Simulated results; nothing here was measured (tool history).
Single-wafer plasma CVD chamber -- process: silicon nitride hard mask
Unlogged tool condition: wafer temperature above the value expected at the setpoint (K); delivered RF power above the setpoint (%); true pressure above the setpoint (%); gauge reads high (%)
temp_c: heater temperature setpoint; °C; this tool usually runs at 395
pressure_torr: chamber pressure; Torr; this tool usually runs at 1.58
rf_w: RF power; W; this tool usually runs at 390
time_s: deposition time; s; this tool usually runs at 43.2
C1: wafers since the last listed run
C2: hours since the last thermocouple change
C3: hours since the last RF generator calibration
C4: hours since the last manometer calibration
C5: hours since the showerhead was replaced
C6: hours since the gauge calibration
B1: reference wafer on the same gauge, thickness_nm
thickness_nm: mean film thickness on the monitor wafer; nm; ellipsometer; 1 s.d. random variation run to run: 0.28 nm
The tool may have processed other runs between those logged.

{"run": 1, "day": 0.0, "temp_c": 405, "pressure_torr": 1.58, "rf_w": 390, "time_s": 43.2, "C1": 0, "C2": 1160.9, "C3": 1213.4, "C4": 1527.8, "C5": 4301.8, "C6": 1167.1, "B1": 49.853, "thickness_nm": 57.448}
{"run": 2, "day": 1.925, "temp_c": 405, "pressure_torr": 1.58, "rf_w": 390, "time_s": 43.2, "C1": 968, "C2": 1207.1, "C3": 1259.6, "C4": 1574, "C5": 4348, "C6": 1213.3, "B1": 49.86, "thickness_nm": 56.832}
{"run": 3, "day": 4.221, "temp_c": 405, "pressure_torr": 1.58, "rf_w": 390, "time_s": 43.2, "C1": 1155, "C2": 1262.2, "C3": 1314.7, "C4": 1629.1, "C5": 4403.1, "C6": 1268.4, "B1": 49.899, "thickness_nm": 56.984}
{"run": 4, "day": 6.629, "temp_c": 395, "pressure_torr": 1.58, "rf_w": 390, "time_s": 43.2, "C1": 1211, "C2": 1320, "C3": 1372.5, "C4": 1686.9, "C5": 4460.9, "C6": 1326.2, "B1": 49.935, "thickness_nm": 57.558}
{"run": 5, "day": 9.142, "temp_c": 395, "pressure_torr": 1.58, "rf_w": 390, "time_s": 43.2, "C1": 1264, "C2": 1380.3, "C3": 1432.8, "C4": 1747.2, "C5": 4521.2, "C6": 1386.5, "B1": 49.845, "thickness_nm": 57.043}
{"run": 6, "day": 11.467, "temp_c": 395, "pressure_torr": 1.58, "rf_w": 390, "time_s": 43.2, "C1": 1169, "C2": 1436.1, "C3": 1488.6, "C4": 1803, "C5": 4577, "C6": 1442.3, "B1": 49.851, "thickness_nm": 56.676}
{"day": 18.129, "done": "gauge calibrated"}
{"day": 19.017, "done": "showerhead replaced"}
{"run": 7, "day": 19.283, "temp_c": 395, "pressure_torr": 1.58, "rf_w": 390, "time_s": 43.2, "C1": 3765, "C2": 1623.7, "C3": 1676.2, "C4": 1990.6, "C5": 6.4, "C6": 27.7, "B1": 49.836, "thickness_nm": 56.991}
{"run": 8, "day": 25.562, "temp_c": 395, "pressure_torr": 1.58, "rf_w": 390, "time_s": 45.9, "C1": 3159, "C2": 1774.4, "C3": 1826.9, "C4": 2141.3, "C5": 157.1, "C6": 178.4, "B1": 49.917, "thickness_nm": 60.389}
{"run": 9, "day": 27.904, "temp_c": 395, "pressure_torr": 1.58, "rf_w": 390, "time_s": 45.9, "C1": 1178, "C2": 1830.6, "C3": 1883.1, "C4": 2197.5, "C5": 213.3, "C6": 234.6, "B1": 49.856, "thickness_nm": 60.173}
{"day": 31.925, "done": "capacitance manometer re-zeroed and calibrated"}
{"run": 10, "day": 34.117, "temp_c": 395, "pressure_torr": 1.58, "rf_w": 390, "time_s": 45.9, "C1": 2958, "C2": 1979.7, "C3": 2032.2, "C4": 52.6, "C5": 362.4, "C6": 383.7, "B1": 49.908, "thickness_nm": 60.173}
{"run": 11, "day": 35.588, "temp_c": 395, "pressure_torr": 1.58, "rf_w": 365, "time_s": 43.2, "C1": 740, "C2": 2015, "C3": 2067.5, "C4": 87.9, "C5": 397.7, "C6": 419, "B1": 49.906, "thickness_nm": 53.416}
{"run": 12, "day": 36.838, "temp_c": 380, "pressure_torr": 1.58, "rf_w": 390, "time_s": 36, "C1": 628, "C2": 2045, "C3": 2097.5, "C4": 117.9, "C5": 427.7, "C6": 449, "B1": 49.856, "thickness_nm": 47.331}
{"run": 13, "day": 38.062, "temp_c": 395, "pressure_torr": 1.58, "rf_w": 465, "time_s": 43.2, "C1": 616, "C2": 2074.4, "C3": 2126.9, "C4": 147.3, "C5": 457.1, "C6": 478.4, "B1": 49.923, "thickness_nm": 63.986}
{"run": 14, "day": 39.596, "temp_c": 395, "pressure_torr": 1.58, "rf_w": 330, "time_s": 43.2, "C1": 771, "C2": 2111.2, "C3": 2163.7, "C4": 184.1, "C5": 493.9, "C6": 515.2, "B1": 49.888, "thickness_nm": 49.682}
{"day": 40.254, "done": "RF generator calibrated"}
{"run": 15, "day": 42.058, "temp_c": 403, "pressure_torr": 1.78, "rf_w": 390, "time_s": 49.2, "C1": 1071, "C2": 2170.3, "C3": 43.3, "C4": 243.2, "C5": 553, "C6": 574.3, "B1": 49.915, "thickness_nm": 68.734}
{"run": 16, "day": 43.179, "temp_c": 395, "pressure_torr": 1.58, "rf_w": 440, "time_s": 43.2, "C1": 563, "C2": 2197.2, "C3": 70.2, "C4": 270.1, "C5": 579.9, "C6": 601.2, "B1": 49.913, "thickness_nm": 63.34}
{"day": 43.983, "done": "thermocouple changed; heater temperature recalibrated"}
{"run": 17, "day": 44.462, "temp_c": 383, "pressure_torr": 1.58, "rf_w": 370, "time_s": 39.5, "C1": 478, "C2": 11.5, "C3": 101, "C4": 300.9, "C5": 610.7, "C6": 632, "B1": 49.879, "thickness_nm": 51.68}
{"run": 18, "day": 46.617, "temp_c": 384, "pressure_torr": 1.74, "rf_w": 350, "time_s": 51.8, "C1": 1083, "C2": 63.2, "C3": 152.7, "C4": 352.6, "C5": 662.4, "C6": 683.7, "B1": 49.933, "thickness_nm": 66.894}
{"run": 19, "day": 48.554, "temp_c": 382, "pressure_torr": 1.4, "rf_w": 390, "time_s": 48.3, "C1": 974, "C2": 109.7, "C3": 199.2, "C4": 399.1, "C5": 708.9, "C6": 730.2, "B1": 49.855, "thickness_nm": 62.835}
{"run": 20, "day": 51.058, "temp_c": 395, "pressure_torr": 1.46, "rf_w": 415, "time_s": 51.8, "C1": 1260, "C2": 169.8, "C3": 259.3, "C4": 459.2, "C5": 769, "C6": 790.3, "B1": 49.906, "thickness_nm": 70.293}
{"run": 21, "day": 54.038, "temp_c": 395, "pressure_torr": 1.58, "rf_w": 390, "time_s": 43.2, "C1": 1499, "C2": 241.3, "C3": 330.8, "C4": 530.7, "C5": 840.5, "C6": 861.8, "B1": 49.871, "thickness_nm": 58.128}
{"run": 22, "day": 56.475, "temp_c": 381, "pressure_torr": 1.58, "rf_w": 390, "time_s": 40.3, "C1": 1226, "C2": 299.8, "C3": 389.3, "C4": 589.2, "C5": 899, "C6": 920.3, "B1": 49.878, "thickness_nm": 54.524}
{"run": 23, "day": 58.038, "temp_c": 395, "pressure_torr": 1.58, "rf_w": 390, "time_s": 43.2, "C1": 786, "C2": 337.3, "C3": 426.8, "C4": 626.7, "C5": 936.5, "C6": 957.8, "B1": 49.931, "thickness_nm": 58.291}
{"run": 24, "day": 60.4, "temp_c": 395, "pressure_torr": 1.58, "rf_w": 390, "time_s": 43.2, "C1": 1188, "C2": 394, "C3": 483.5, "C4": 683.4, "C5": 993.2, "C6": 1014.5, "B1": 49.911, "thickness_nm": 57.881}
{"run": 25, "day": 66.746, "temp_c": 395, "pressure_torr": 1.58, "rf_w": 390, "time_s": 39.1, "C1": 3193, "C2": 546.3, "C3": 635.8, "C4": 835.7, "C5": 1145.5, "C6": 1166.8, "B1": 49.852, "thickness_nm": 52.261}
{"run": 26, "day": 68.088, "temp_c": 395, "pressure_torr": 1.58, "rf_w": 390, "time_s": 43.2, "C1": 675, "C2": 578.5, "C3": 668, "C4": 867.9, "C5": 1177.7, "C6": 1199, "B1": 49.917, "thickness_nm": 58.186}
{"run": 27, "day": 69.338, "temp_c": 395, "pressure_torr": 1.58, "rf_w": 390, "time_s": 38.7, "C1": 628, "C2": 608.5, "C3": 698, "C4": 897.9, "C5": 1207.7, "C6": 1229, "B1": 49.902, "thickness_nm": 51.55}
{"run": 28, "day": 70.725, "temp_c": 405, "pressure_torr": 1.58, "rf_w": 340, "time_s": 43.2, "C1": 698, "C2": 641.8, "C3": 731.3, "C4": 931.2, "C5": 1241, "C6": 1262.3, "B1": 49.904, "thickness_nm": 51.338}
{"run": 29, "day": 72.579, "temp_c": 408, "pressure_torr": 1.39, "rf_w": 445, "time_s": 43.2, "C1": 932, "C2": 686.3, "C3": 775.8, "C4": 975.7, "C5": 1285.5, "C6": 1306.8, "B1": 49.917, "thickness_nm": 60.013}

Subtracting, for every run, the result it would have given without the tool's unlogged condition from the measured result gives the following. The same run-to-run variation enters both numbers; the gauge's scatter may not:
run=1 thickness_nm=-1.415
run=2 thickness_nm=-1.445
run=3 thickness_nm=-1.505
run=4 thickness_nm=-1.579
run=5 thickness_nm=-1.626
run=6 thickness_nm=-1.672
run=7 thickness_nm=-1.873
run=8 thickness_nm=-2.149
run=9 thickness_nm=-2.202
run=10 thickness_nm=-2.366
run=11 thickness_nm=-2.135
run=12 thickness_nm=-1.918
run=13 thickness_nm=-2.433
run=14 thickness_nm=-2.176
run=15 thickness_nm=-0.276
run=16 thickness_nm=-0.262
run=17 thickness_nm=-0.257
run=18 thickness_nm=-0.391
run=19 thickness_nm=-0.416
run=20 thickness_nm=-0.498
run=21 thickness_nm=-0.514
run=22 thickness_nm=-0.537
run=23 thickness_nm=-0.611
run=24 thickness_nm=-0.662
run=25 thickness_nm=-0.734
run=26 thickness_nm=-0.85
run=27 thickness_nm=-0.78
run=28 thickness_nm=-0.839
run=29 thickness_nm=-0.915
